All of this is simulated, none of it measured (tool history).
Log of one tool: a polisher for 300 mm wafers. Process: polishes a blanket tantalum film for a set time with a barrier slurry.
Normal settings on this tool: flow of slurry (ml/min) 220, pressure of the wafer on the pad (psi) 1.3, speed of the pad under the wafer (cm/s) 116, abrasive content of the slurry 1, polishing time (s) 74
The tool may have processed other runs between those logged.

run   hour  flow of slurry (ml/min)  pressure of the wafer on the pad (psi)  speed of the pad under the wafer (cm/s)  abrasive content of the slurry  polishing time (s)  wafers since the last listed run  wafers polished on this pad  hours since the slurry nozzle was cleaned  hours since the head pressure was calibrated  hours since the slurry blender was calibrated  incoming thickness of the incoming film, nm  film removed (nm)
  1      0                      220                                     1.3                                      116                               1                  74                                 0                         1605                                      142.2                                        1532.3                                             59                                        438.3                 69
  2   14.6                      220                                     1.3                                      116                               1                  74                               101                         1706                                      156.8                                        1546.9                                           73.6                                        426.1               67.7
      38.5  -- worn pad replaced by a new one
  3     39                      220                                     1.3                                      116                               1                  74                               141                            3                                      181.2                                        1571.3                                             98                                        434.6                 79
  4   69.7                      220                                     1.3                                      116                               1                  74                               213                          216                                      211.9                                          1602                                          128.7                                        427.8                 78
  5  104.5                      195                                     1.3                                      116                               1                  74                               241                          458                                      246.7                                        1636.8                                          163.5                                        430.2               75.4
  6  121.4                      195                                     1.3                                      116                               1                  74                               117                          576                                      263.6                                        1653.7                                          180.4                                        432.2               73.1
     123.2  -- slurry nozzle cleaned
     135.9  -- head pressure recalibrated
  7  152.4                      220                                     1.3                                      116                               1                  74                               194                          770                                       29.2                                          16.5                                          211.4                                        428.5               74.1
  8  179.7                      220                                     1.5                                      116                            1.15                  74                               189                          960                                       56.5                                          43.8                                          238.7                                        427.2                 87
  9  196.1                      220                                     1.5                                      116                            1.15                  74                               113                         1074                                       72.9                                          60.2                                          255.1                                        432.7               85.5
 10  216.8                      220                                     1.6                                      116                             1.2                  74                               143                         1218                                       93.6                                          80.9                                          275.8                                        424.7                 93
 11    251                      220                                     1.6                                      116                             1.2                  74                               237                         1455                                      127.8                                         115.1                                            310                                        435.8                 91
     269.3  -- slurry blender recalibrated
 12  269.8                      220                                     1.3                                      132                            0.75                  49                               116                         1572                                      146.6                                         133.9                                            0.5                                        438.5               48.5
     287.9  -- worn pad replaced by a new one, of another model than before
 13  290.1                      190                                     1.6                                      116                            0.85                  97                               113                           15                                      166.9                                         154.2                                           20.8                                        429.5              109.8
 14  325.3                      220                                     1.3                                      116                               1                  74                               244                          259                                      202.1                                         189.4                                             56                                        433.6               77.9
     331.6  -- slurry nozzle cleaned
 15    344                      220                                     1.3                                      136                               1                  74                               122                          382                                       12.4                                         208.1                                           74.7                                        433.4               85.4
 16  356.2                      220                                     1.3                                      116                               1                  74                                84                          467                                       24.6                                         220.3                                           86.9                                        431.1               76.3
 17  450.3                      220                                     1.3                                      116                               1                  74                               653                         1121                                      118.7                                         314.4                                            181                                          429               73.4
 18  475.4                      290                                     1.3                                      116                            0.85                  74                               174                         1295                                      143.8                                         339.5                                          206.1                                        422.4               68.8
 19  496.6                      220                                     1.3                                      116                               1                  74                               147                         1443                                        165                                         360.7                                          227.3                                        429.5                 70
     515.1  -- worn pad replaced by a new one
 20  521.1                      220                                       1                                      116                               1                  74                               142                           41                                      189.5                                         385.2                                          251.8                                        435.9               68.3
     569.2  -- slurry nozzle cleaned
 21  612.1                      220                                     1.3                                      116                             1.3                  74                               625                          667                                       42.9                                         476.2                                          342.8                                        428.7               79.7
     638.6  -- slurry blender recalibrated
 22  693.3                      265                                     1.3                                      116                               1                  74                               550                         1217                                      124.1                                         557.4                                           54.7                                        425.1               74.4
 23  715.1                      220                                     1.3                                      116                               1                  74                               151                         1368                                      145.9                                         579.2                                           76.5                                        432.2               72.3
 24  740.9                      220                                     1.3                                      148                               1                  74                               179                         1548                                      171.7                                           605                                          102.3                                        425.1               81.7
     754.3  -- worn pad replaced by a new one
     773.3  -- slurry nozzle cleaned
 25  773.8                      255                                     1.3                                      116                             1.3                  74                               193                          128                                        0.5                                         637.9                                          135.2                                          433               83.9
 26  792.8                      220                                     0.8                                      148                               1                  50                               132                          260                                       19.5                                         656.9                                          154.2                                        428.5               48.6
 27  818.4                      220                                     1.6                                      126                            0.85                  83                               177                          438                                       45.1                                         682.5                                          179.8                                        436.5               97.8
 28  833.7                      150                                     1.3                                      150                             0.9                  74                               106                          545                                       60.4                                         697.8                                          195.1                                        437.8               83.7
 29  889.9                      220                                     1.3                                      116                               1                  74                               390                          935                                      116.6                                           754                                          251.3                                        432.9               72.6
 30  912.6                      220                                     1.6                                      126                            0.85                  83                               157                         1093                                      139.3                                         776.7                                            274                                        435.2                 93
 31  937.3                      220                                     1.3                                      116                            0.85                  74                               171                         1264                                        164                                         801.4                                          298.7                                          431               68.8

Entry by entry between the runs, the difference in hidden state between the last listed run before and the first listed run after:
After run 2, before run 3: worn pad replaced by a new one (hour 38.5)
  removal rate lost through wear of the pad, %: 13 -> 0.711
  difference, measured minus the result without the unlogged condition, film removed (nm): -10.1 -> -0.6
After run 6, before run 7: slurry nozzle cleaned (hour 123.2); head pressure recalibrated (hour 135.9)
  removal rate lost through wear of the pad, %: 4.88 -> 6.45
  difference, measured minus the result without the unlogged condition, film removed (nm): -3.8 -> -5.2
After run 11, before run 12: slurry blender recalibrated (hour 269.3)
  removal rate lost through wear of the pad, %: 11.4 -> 12.4
  difference, measured minus the result without the unlogged condition, film removed (nm): -11.8 -> -6.9
After run 12, before run 13: worn pad replaced by a new one, of another model than before (hour 287.9)
  removal rate lost through wear of the pad, %: 12.4 -> 1.34
  difference, measured minus the result without the unlogged condition, film removed (nm): -6.9 -> -1.5
After run 14, before run 15: slurry nozzle cleaned (hour 331.6)
  removal rate lost through wear of the pad, %: 3.12 -> 4.07
  difference, measured minus the result without the unlogged condition, film removed (nm): -2.5 -> -3.6
After run 19, before run 20: worn pad replaced by a new one (hour 515.1)
  removal rate lost through wear of the pad, %: 11.8 -> 0.577
  difference, measured minus the result without the unlogged condition, film removed (nm): -9.4 -> -0.4
After run 20, before run 21: slurry nozzle cleaned (hour 569.2)
  removal rate lost through wear of the pad, %: 0.577 -> 5.18
  difference, measured minus the result without the unlogged condition, film removed (nm): -0.4 -> -4.3
After run 21, before run 22: slurry blender recalibrated (hour 638.6)
  removal rate lost through wear of the pad, %: 5.18 -> 9.29
  difference, measured minus the result without the unlogged condition, film removed (nm): -4.3 -> -7.6
After run 24, before run 25: worn pad replaced by a new one (hour 754.3); slurry nozzle cleaned (hour 773.3)
  removal rate lost through wear of the pad, %: 11.7 -> 1.91
  difference, measured minus the result without the unlogged condition, film removed (nm): -10.8 -> -1.6
